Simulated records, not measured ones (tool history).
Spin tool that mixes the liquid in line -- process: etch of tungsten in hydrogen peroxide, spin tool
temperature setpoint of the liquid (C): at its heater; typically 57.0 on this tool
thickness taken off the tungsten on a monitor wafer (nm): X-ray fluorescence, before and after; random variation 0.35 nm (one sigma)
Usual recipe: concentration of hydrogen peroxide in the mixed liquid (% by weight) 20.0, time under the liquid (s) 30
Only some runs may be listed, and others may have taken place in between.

run    hour  temperature setpoint of the liquid (C)  concentration of hydrogen peroxide in the mixed liquid (% by weight)  time under the liquid (s)  read-back film thickness of the tungsten reference wafer, read on the same gauge (nm)  thickness taken off the tungsten on a monitor wafer (nm)
  1     0.0                                    52.5                                                                  20.0                         30                                                                                 119.96                                                     36.47
  2    60.5                                    49.5                                                                  15.5                         50                                                                                 120.01                                                     44.87
  3    97.1                                    52.0                                                                  23.5                         30                                                                                 120.02                                                     39.06
      114.6  -- new drum of peroxide connected
  4   159.9                                    57.0                                                                  20.0                         30                                                                                 119.97                                                     49.77
  5   221.4                                    52.0                                                                  23.5                         30                                                                                 119.97                                                     40.96
      253.4  -- heated supply line repaired
  6   305.6                                    63.0                                                                  14.5                         30                                                                                 120.01                                                     60.06
  7   410.3                                    50.0                                                                  14.5                         40                                                                                 119.95                                                     37.64
  8   492.4                                    57.0                                                                  20.0                         30                                                                                 120.02                                                     49.47
  9   568.3                                    61.5                                                                  23.5                         45                                                                                 120.02                                                    104.49
 10   674.3                                    57.0                                                                  22.5                         45                                                                                 120.02                                                     78.80
 11   739.9                                    57.0                                                                  20.0                         30                                                                                 120.01                                                     49.67
      853.6  -- thermometer replaced
      909.6  -- gauge calibrated
      941.9  -- peroxide flow meter replaced
      961.5  -- new drum of peroxide connected
 12  1033.3                                    61.0                                                                  16.5                         45                                                                                 119.99                                                     83.28
 13  1086.9                                    48.0                                                                  14.5                         15                                                                                 120.03                                                     12.05
 14  1134.9                                    57.0                                                                  15.5                         40                                                                                 119.99                                                     57.24
 15  1216.6                                    57.0                                                                  20.0                         30                                                                                 119.98                                                     48.94
 16  1301.7                                    64.0                                                                  20.0                         40                                                                                 120.00                                                     96.34
 17  1350.4                                    52.5                                                                  22.5                         20                                                                                 120.01                                                     26.20
 18  1431.3                                    47.5                                                                  20.0                         30                                                                                 120.03                                                     27.38
 19  1670.5                                    57.0                                                                  20.0                         15                                                                                 120.07                                                     24.22
     1745.6  -- new drum of peroxide connected
 20  1775.5                                    63.0                                                                  20.0                         20                                                                                 120.00                                                     47.51
 21  1876.7                                    57.0                                                                  20.0                         30                                                                                 120.04                                                     49.84
     1958.1  -- peroxide flow meter replaced
 22  1976.3                                    57.0                                                                  20.0                         15                                                                                 120.03                                                     25.12
 23  2042.8                                    62.0                                                                  20.0                         30                                                                                 120.02                                                     66.18
 24  2134.3                                    57.0                                                                  20.0                         50                                                                                 120.00                                                     83.43
 25  2203.5                                    64.0                                                                  20.0                         40                                                                                 120.01                                                     98.81

Below are 5 alternative next runs, each starting from the tool's condition after run 25. Predict each:
  A  2203.9                                    57.0                                                                  20.0                         40                                                                                      ?                                                         ?
  B  2203.9                                    66.0                                                                  20.0                         40                                                                                      ?                                                         ?
  C  2203.9                                    49.0                                                                  17.0                         30                                                                                      ?                                                         ?
  D  2203.9                                    66.0                                                                  21.5                         40                                                                                      ?                                                         ?
  E  2203.9                                    57.0                                                                  24.5                         30                                                                                      ?                                                         ?

run  read-back film thickness of the tungsten reference wafer, read on the same gauge (nm)  thickness taken off the tungsten on a monitor wafer (nm)
  A                                                                                 119.99                                                     66.66
  B                                                                                 119.99                                                    110.97
  C                                                                                 119.99                                                     28.61
  D                                                                                 119.99                                                    115.06
  E                                                                                 119.99                                                     55.33
With the hidden condition removed and each run's random variation left untouched, the same runs would have given:
run  thickness taken off the tungsten on a monitor wafer (nm)
  A                                                     64.09
  B                                                    107.06
  C                                                     27.42
  D                                                    111.00
  E                                                     53.20
